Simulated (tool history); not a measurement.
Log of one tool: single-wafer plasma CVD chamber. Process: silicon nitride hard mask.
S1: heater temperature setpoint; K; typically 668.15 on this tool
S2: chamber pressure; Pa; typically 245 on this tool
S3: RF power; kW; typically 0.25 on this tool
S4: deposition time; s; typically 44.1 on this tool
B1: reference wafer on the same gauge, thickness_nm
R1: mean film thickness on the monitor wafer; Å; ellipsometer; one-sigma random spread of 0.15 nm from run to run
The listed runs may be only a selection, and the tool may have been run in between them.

| run | hour | S1 | S2 | S3 | S4 | B1 | R1 |
|---|---|---|---|---|---|---|---|
| 1 | 0 | 668.15 | 245 | 0.25 | 44.1 | 60.498 | 493.94 |
| 2 | 35.7 | 668.15 | 245 | 0.25 | 44.1 | 60.498 | 494.62 |
| 3 | 70.2 | 668.15 | 245 | 0.25 | 44.1 | 60.502 | 493.71 |
| 4 | 89.8 | 668.15 | 245 | 0.25 | 44.1 | 60.496 | 491.8 |
| 5 | 111.3 | 668.15 | 245 | 0.25 | 44.1 | 60.463 | 494.43 |
| 6 | 132.7 | 668.15 | 245 | 0.25 | 44.1 | 60.555 | 493.18 |
| 7 | 147.3 | 668.15 | 245 | 0.25 | 44.1 | 60.53 | 489.63 |
| 8 | 163.9 | 668.15 | 245 | 0.25 | 44.1 | 60.502 | 492.28 |
|  | 179.2 | thermocouple changed; heater temperature recalibrated |
| 9 | 192.6 | 662.15 | 245 | 0.25 | 51.7 | 60.509 | 576.24 |
|  | 222.9 | RF generator calibrated |
|  | 229.1 | capacitance manometer re-zeroed and calibrated |
| 10 | 238.4 | 668.15 | 245 | 0.25 | 44.1 | 60.472 | 466.97 |
|  | 251.7 | showerhead replaced |
| 11 | 258.6 | 668.15 | 245 | 0.285 | 44.1 | 60.469 | 524.48 |
|  | 284.4 | RF generator calibrated, repeated, since the last time left the tool worse |
| 12 | 291.9 | 673.15 | 301 | 0.25 | 44.1 | 60.568 | 541.29 |
|  | 299.9 | gauge calibrated |
| 13 | 304.4 | 668.15 | 245 | 0.25 | 50.1 | 60.461 | 581.1 |
| 14 | 333.4 | 659.15 | 201 | 0.285 | 36.7 | 60.497 | 448.52 |
| 15 | 357.1 | 668.15 | 245 | 0.235 | 44.1 | 60.503 | 482.59 |
| 16 | 369.9 | 674.15 | 245 | 0.25 | 44.1 | 60.534 | 507.94 |
| 17 | 387.1 | 668.15 | 245 | 0.25 | 44.1 | 60.495 | 509.06 |

Here are 4 independent what-if runs from the current tool condition. What would each one return?
| A | 387.5 | 668.15 | 245 | 0.25 | 38.9 | ? | ? |
| B | 387.5 | 668.15 | 195 | 0.22 | 47 | ? | ? |
| C | 387.5 | 683.15 | 193 | 0.25 | 44.1 | ? | ? |
| D | 387.5 | 668.15 | 228 | 0.25 | 44.1 | ? | ? |

| run | B1 | R1 |
|---|---|---|
| A | 60.474 | 450.02 |
| B | 60.474 | 447.59 |
| C | 60.474 | 469.74 |
| D | 60.474 | 498.61 |
What these runs would have given with no unlogged condition in the tool:
| run | R1 |
|---|---|
| A | 457.32 |
| B | 455.24 |
| C | 477.37 |
| D | 506.71 |

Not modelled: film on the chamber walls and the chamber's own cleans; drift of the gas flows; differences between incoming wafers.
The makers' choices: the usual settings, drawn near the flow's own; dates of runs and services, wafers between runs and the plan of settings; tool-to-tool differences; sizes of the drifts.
